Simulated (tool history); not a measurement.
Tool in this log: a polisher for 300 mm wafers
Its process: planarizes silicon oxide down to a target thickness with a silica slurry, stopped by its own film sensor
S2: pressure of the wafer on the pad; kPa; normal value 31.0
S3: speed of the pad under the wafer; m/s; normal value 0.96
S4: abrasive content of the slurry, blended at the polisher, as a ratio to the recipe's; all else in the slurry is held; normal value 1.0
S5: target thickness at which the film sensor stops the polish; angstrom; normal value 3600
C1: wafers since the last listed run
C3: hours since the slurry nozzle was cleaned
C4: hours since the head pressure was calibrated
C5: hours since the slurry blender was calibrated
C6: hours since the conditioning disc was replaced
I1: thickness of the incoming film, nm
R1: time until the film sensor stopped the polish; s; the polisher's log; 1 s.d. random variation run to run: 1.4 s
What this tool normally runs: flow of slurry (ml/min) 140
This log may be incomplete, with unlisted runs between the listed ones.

Run 1, hour 0.0: usual settings but S4 0.8, S5 2800 angstrom; C1 0; wafers polished on this pad 179; C3 146.0; C4 1380.3; C5 83.9; C6 137.4; I1 662.3. Result: R1 125.7 s.
Run 2, hour 22.0: usual settings but S4 0.8, S5 2800 angstrom; C1 250; wafers polished on this pad 430; C3 168.0; C4 1402.3; C5 105.9; C6 159.4; I1 652.3. Result: R1 122.9 s.
Run 3, hour 57.9: usual settings but S4 0.8, S5 2800 angstrom; C1 409; wafers polished on this pad 839; C3 203.9; C4 1438.2; C5 141.8; C6 195.3; I1 642.5. Result: R1 129.1 s.
At hour 63.2: worn pad replaced by a new one.
At hour 76.2: slurry blender recalibrated.
Run 4, hour 92.3: usual settings but S2 28.3 kPa, S4 0.9; C1 323; wafers polished on this pad 309; C3 238.3; C4 1472.6; C5 16.1; C6 229.7; I1 647.4. Result: R1 99.3 s.
At hour 142.1: worn pad replaced by a new one.
Run 5, hour 180.9: usual settings but S2 28.3 kPa, S4 0.9; C1 965; wafers polished on this pad 442; C3 326.9; C4 1561.2; C5 104.7; C6 318.3; I1 657.6. Result: R1 104.6 s.
Run 6, hour 194.7: usual settings; C1 157; wafers polished on this pad 599; C3 340.7; C4 1575.0; C5 118.5; C6 332.1; I1 644.4. Result: R1 86.8 s.
At hour 213.5: head pressure recalibrated.
Run 7, hour 216.7: usual settings; C1 228; wafers polished on this pad 827; C3 362.7; C4 3.2; C5 140.5; C6 354.1; I1 656.4. Result: R1 97.5 s.
At hour 222.5: slurry blender recalibrated.
At hour 225.1: worn pad replaced by a new one.
At hour 227.5: conditioning disc replaced and pad reconditioned.
Run 8, hour 238.5: usual settings; C1 173; wafers polished on this pad 130; C3 384.5; C4 25.0; C5 16.0; C6 11.0; I1 638.0. Result: R1 84.4 s.
At hour 250.2: slurry nozzle cleaned.
Run 9, hour 254.4: usual settings but S4 0.8, S5 4480 angstrom; C1 169; wafers polished on this pad 300; C3 4.2; C4 40.9; C5 31.9; C6 26.9; I1 655.4. Result: R1 67.9 s.
Run 10, hour 267.6: usual settings but flow of slurry (ml/min) 155, S3 1.14 m/s; C1 150; wafers polished on this pad 450; C3 17.4; C4 54.1; C5 45.1; C6 40.1; I1 654.1. Result: R1 74.2 s.
At hour 302.6: worn pad replaced by a new one.
Run 11, hour 303.1: usual settings but S4 0.9; C1 359; wafers polished on this pad 5; C3 52.9; C4 89.6; C5 80.6; C6 75.6; I1 644.8. Result: R1 85.7 s.
Run 12, hour 315.5: usual settings but flow of slurry (ml/min) 180, S2 40.0 kPa, S4 1.1, S5 4550 angstrom; C1 141; wafers polished on this pad 146; C3 65.3; C4 102.0; C5 93.0; C6 88.0; I1 647.6. Result: R1 40.0 s.
Run 13, hour 349.0: usual settings but flow of slurry (ml/min) 95, S4 1.2; C1 382; wafers polished on this pad 528; C3 98.8; C4 135.5; C5 126.5; C6 121.5; I1 657.7. Result: R1 85.2 s.
At hour 351.5: slurry blender recalibrated.
Run 14, hour 366.3: usual settings but flow of slurry (ml/min) 110, S3 1.18 m/s; C1 174; wafers polished on this pad 703; C3 116.1; C4 152.8; C5 14.8; C6 138.8; I1 663.4. Result: R1 81.2 s.
At hour 376.6: worn pad replaced by a new one.
Run 15, hour 384.5: usual settings but flow of slurry (ml/min) 115; C1 161; wafers polished on this pad 90; C3 134.3; C4 171.0; C5 33.0; C6 157.0; I1 660.2. Result: R1 88.1 s.
Run 16, hour 407.2: usual settings; C1 258; wafers polished on this pad 349; C3 157.0; C4 193.7; C5 55.7; C6 179.7; I1 644.6. Result: R1 88.2 s.
Run 17, hour 422.1: usual settings but S4 0.8, S5 2800 angstrom; C1 169; wafers polished on this pad 519; C3 171.9; C4 208.6; C5 70.6; C6 194.6; I1 651.9. Result: R1 126.0 s.

5 options for the next run, each taken on its own from the tool as it stands now. Forecast them:
Run A, hour 422.5: usual settings; C1 4; wafers polished on this pad 523; C3 172.3; C4 209.0; C5 71.0; C6 195.0; I1 658.3. Result: R1 ?.
Run B, hour 422.5: usual settings but S3 1.06 m/s, S4 1.3; C1 4; wafers polished on this pad 523; C3 172.3; C4 209.0; C5 71.0; C6 195.0; I1 658.3. Result: R1 ?.
Run C, hour 422.5: usual settings but S2 40.0 kPa, S5 2720 angstrom; C1 4; wafers polished on this pad 523; C3 172.3; C4 209.0; C5 71.0; C6 195.0; I1 658.3. Result: R1 ?.
Run D, hour 422.5: usual settings but S4 0.8; C1 4; wafers polished on this pad 523; C3 172.3; C4 209.0; C5 71.0; C6 195.0; I1 658.3. Result: R1 ?.
Run E, hour 422.5: usual settings but S5 2900 angstrom; C1 4; wafers polished on this pad 523; C3 172.3; C4 209.0; C5 71.0; C6 195.0; I1 658.3. Result: R1 ?.

run     R1
  A   91.8
  B   74.9
  C   92.3
  D  104.5
  E  113.4
With no hidden state in the tool, these same runs would have given:
run     R1
  A   85.0
  B   69.3
  C   85.4
  D   96.7
  E  105.0
